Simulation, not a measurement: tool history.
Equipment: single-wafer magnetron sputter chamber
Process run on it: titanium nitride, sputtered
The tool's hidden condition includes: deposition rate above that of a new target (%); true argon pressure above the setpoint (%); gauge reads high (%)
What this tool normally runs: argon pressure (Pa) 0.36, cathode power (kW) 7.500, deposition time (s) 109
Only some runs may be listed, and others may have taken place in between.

run,day,argon pressure (Pa),cathode power (kW),deposition time (s),wafers since the last listed run,wafers on the sputter target,hours since the last manometer calibration,hours since the magnet pack was replaced,hours since the gauge calibration,"read-back reference wafer on the same gauge, thickness_nm",mean film thickness on the monitor wafer (Å)
1,0.000,0.36,7.500,109,0,1175,1730.0,8650.2,148.6,142.032,1592.18
2,0.617,0.36,7.500,109,110,1285,1744.8,8665.0,163.4,142.266,1583.60
3,1.333,0.36,7.500,109,128,1413,1762.0,8682.2,180.6,141.955,1572.00
4,2.058,0.36,7.500,109,129,1543,1779.4,8699.6,198.0,142.013,1571.36
5,2.325,0.36,7.500,109,47,1590,1785.8,8706.0,204.4,142.022,1574.19
6,2.825,0.36,8.650,109,89,1680,1797.8,8718.0,216.4,142.082,1712.84
7,3.304,0.36,7.500,109,85,1765,1809.3,8729.5,227.9,141.896,1566.20
8,3.771,0.36,7.500,109,83,1849,1820.5,8740.7,239.1,141.891,1555.02
# day 4.158: capacitance manometer re-zeroed and calibrated
9,4.429,0.36,7.500,109,58,1907,6.5,8756.5,254.9,141.988,1551.75
10,5.446,0.36,7.500,109,181,2089,30.9,8780.9,279.3,142.035,1561.44
# day 5.500: gauge calibrated
11,5.708,0.36,7.500,109,46,2136,37.2,8787.2,5.0,142.093,1552.34
12,6.454,0.36,7.500,117,133,2269,55.1,8805.1,22.9,141.935,1666.30
13,6.908,0.36,7.500,88,81,2350,66.0,8816.0,33.8,141.946,1245.24

Run 14, settings as shown, results not yet in. Your forecast:
14,7.504,0.36,7.500,117,106,2457,80.3,8830.3,48.1,?,?

read-back reference wafer on the same gauge, thickness_nm: 141.857
mean film thickness on the monitor wafer (Å): 1672.97
Take away the tool's hidden state, keep the run-to-run variation as it was, and the same run would have given mean film thickness on the monitor wafer (Å) 1779.11.
